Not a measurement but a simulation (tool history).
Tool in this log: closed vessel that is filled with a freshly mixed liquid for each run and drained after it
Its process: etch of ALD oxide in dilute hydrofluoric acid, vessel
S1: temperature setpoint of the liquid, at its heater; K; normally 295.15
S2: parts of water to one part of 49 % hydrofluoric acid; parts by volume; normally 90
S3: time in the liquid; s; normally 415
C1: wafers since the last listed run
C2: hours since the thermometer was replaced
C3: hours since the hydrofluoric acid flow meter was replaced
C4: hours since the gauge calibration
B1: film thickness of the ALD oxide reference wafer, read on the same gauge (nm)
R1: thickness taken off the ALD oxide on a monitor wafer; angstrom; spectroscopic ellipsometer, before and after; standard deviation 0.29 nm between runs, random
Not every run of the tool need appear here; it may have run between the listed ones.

{"run": 1, "hour": 0.0, "S1": 295.15, "S2": 100, "S3": 415, "C1": 0, "C2": 1442.0, "C3": 627.7, "C4": 105.5, "B1": 60.0, "R1": 522.2}
{"run": 2, "hour": 20.0, "S1": 295.15, "S2": 100, "S3": 415, "C1": 1637, "C2": 1462.0, "C3": 647.7, "C4": 125.5, "B1": 59.99, "R1": 520.5}
{"run": 3, "hour": 52.2, "S1": 295.15, "S2": 100, "S3": 415, "C1": 2637, "C2": 1494.2, "C3": 679.9, "C4": 157.7, "B1": 60.0, "R1": 525.6}
{"run": 4, "hour": 80.1, "S1": 295.15, "S2": 90, "S3": 415, "C1": 2284, "C2": 1522.1, "C3": 707.8, "C4": 185.6, "B1": 59.99, "R1": 594.8}
{"run": 5, "hour": 103.3, "S1": 295.15, "S2": 90, "S3": 415, "C1": 1900, "C2": 1545.3, "C3": 731.0, "C4": 208.8, "B1": 59.98, "R1": 588.1}
{"run": 6, "hour": 136.8, "S1": 297.65, "S2": 65, "S3": 415, "C1": 2743, "C2": 1578.8, "C3": 764.5, "C4": 242.3, "B1": 60.0, "R1": 938.7}
{"run": 7, "hour": 171.8, "S1": 297.65, "S2": 65, "S3": 415, "C1": 2866, "C2": 1613.8, "C3": 799.5, "C4": 277.3, "B1": 60.02, "R1": 947.3}
{"hour": 195.0, "done": "hydrofluoric acid flow meter replaced"}
{"run": 8, "hour": 207.4, "S1": 297.65, "S2": 65, "S3": 415, "C1": 2833, "C2": 1649.4, "C3": 12.4, "C4": 312.9, "B1": 60.0, "R1": 868.4}
{"run": 9, "hour": 224.6, "S1": 295.15, "S2": 90, "S3": 415, "C1": 1408, "C2": 1666.6, "C3": 29.6, "C4": 330.1, "B1": 59.99, "R1": 548.7}
{"hour": 244.9, "done": "thermometer replaced"}
{"run": 10, "hour": 250.3, "S1": 295.15, "S2": 90, "S3": 415, "C1": 2022, "C2": 5.4, "C3": 55.3, "C4": 355.8, "B1": 60.01, "R1": 549.9}
{"run": 11, "hour": 277.6, "S1": 295.15, "S2": 90, "S3": 415, "C1": 2235, "C2": 32.7, "C3": 82.6, "C4": 383.1, "B1": 60.0, "R1": 553.1}
{"run": 12, "hour": 304.7, "S1": 295.15, "S2": 90, "S3": 415, "C1": 2219, "C2": 59.8, "C3": 109.7, "C4": 410.2, "B1": 60.02, "R1": 554.5}
{"run": 13, "hour": 319.0, "S1": 295.15, "S2": 90, "S3": 620, "C1": 1171, "C2": 74.1, "C3": 124.0, "C4": 424.5, "B1": 59.99, "R1": 832.1}
{"run": 14, "hour": 351.7, "S1": 291.15, "S2": 90, "S3": 205, "C1": 2678, "C2": 106.8, "C3": 156.7, "C4": 457.2, "B1": 60.01, "R1": 233.9}
{"run": 15, "hour": 385.6, "S1": 292.15, "S2": 90, "S3": 415, "C1": 2776, "C2": 140.7, "C3": 190.6, "C4": 491.1, "B1": 60.0, "R1": 500.5}
{"run": 16, "hour": 411.8, "S1": 298.15, "S2": 125, "S3": 320, "C1": 2145, "C2": 166.9, "C3": 216.8, "C4": 517.3, "B1": 59.99, "R1": 339.4}
{"run": 17, "hour": 428.6, "S1": 295.15, "S2": 125, "S3": 610, "C1": 1375, "C2": 183.7, "C3": 233.6, "C4": 534.1, "B1": 60.01, "R1": 570.8}
{"hour": 448.6, "done": "gauge calibrated"}
{"run": 18, "hour": 463.0, "S1": 295.15, "S2": 90, "S3": 240, "C1": 2817, "C2": 218.1, "C3": 268.0, "C4": 14.4, "B1": 60.01, "R1": 326.9}
{"run": 19, "hour": 475.2, "S1": 295.15, "S2": 90, "S3": 585, "C1": 999, "C2": 230.3, "C3": 280.2, "C4": 26.6, "B1": 60.0, "R1": 798.5}
{"run": 20, "hour": 493.6, "S1": 298.15, "S2": 90, "S3": 415, "C1": 1506, "C2": 248.7, "C3": 298.6, "C4": 45.0, "B1": 60.02, "R1": 636.0}
{"run": 21, "hour": 524.1, "S1": 291.65, "S2": 90, "S3": 415, "C1": 2497, "C2": 279.2, "C3": 329.1, "C4": 75.5, "B1": 60.0, "R1": 494.2}
{"run": 22, "hour": 555.0, "S1": 295.15, "S2": 90, "S3": 415, "C1": 2530, "C2": 310.1, "C3": 360.0, "C4": 106.4, "B1": 59.98, "R1": 572.6}
{"run": 23, "hour": 569.2, "S1": 295.15, "S2": 100, "S3": 415, "C1": 1162, "C2": 324.3, "C3": 374.2, "C4": 120.6, "B1": 60.0, "R1": 511.1}

What if the next run were any one of these 5? Each begins from the tool's condition after run 23:
{"run": "A", "hour": 570.0, "S1": 295.15, "S2": 90, "S3": 415, "C1": 65, "C2": 325.1, "C3": 375.0, "C4": 121.4, "B1": "?", "R1": "?"}
{"run": "B", "hour": 570.0, "S1": 297.15, "S2": 90, "S3": 640, "C1": 65, "C2": 325.1, "C3": 375.0, "C4": 121.4, "B1": "?", "R1": "?"}
{"run": "C", "hour": 570.0, "S1": 295.15, "S2": 100, "S3": 215, "C1": 65, "C2": 325.1, "C3": 375.0, "C4": 121.4, "B1": "?", "R1": "?"}
{"run": "D", "hour": 570.0, "S1": 295.15, "S2": 75, "S3": 185, "C1": 65, "C2": 325.1, "C3": 375.0, "C4": 121.4, "B1": "?", "R1": "?"}
{"run": "E", "hour": 570.0, "S1": 292.65, "S2": 120, "S3": 415, "C1": 65, "C2": 325.1, "C3": 375.0, "C4": 121.4, "B1": "?", "R1": "?"}

run=A B1=60.00 R1=572.9
run=B B1=60.00 R1=957.8
run=C B1=60.00 R1=264.1
run=D B1=60.00 R1=311.8
run=E B1=60.00 R1=375.5
With no hidden state in the tool, these same runs would have given:
run=A R1=544.3
run=B R1=909.7
run=C R1=250.8
run=D R1=296.5
run=E R1=356.5

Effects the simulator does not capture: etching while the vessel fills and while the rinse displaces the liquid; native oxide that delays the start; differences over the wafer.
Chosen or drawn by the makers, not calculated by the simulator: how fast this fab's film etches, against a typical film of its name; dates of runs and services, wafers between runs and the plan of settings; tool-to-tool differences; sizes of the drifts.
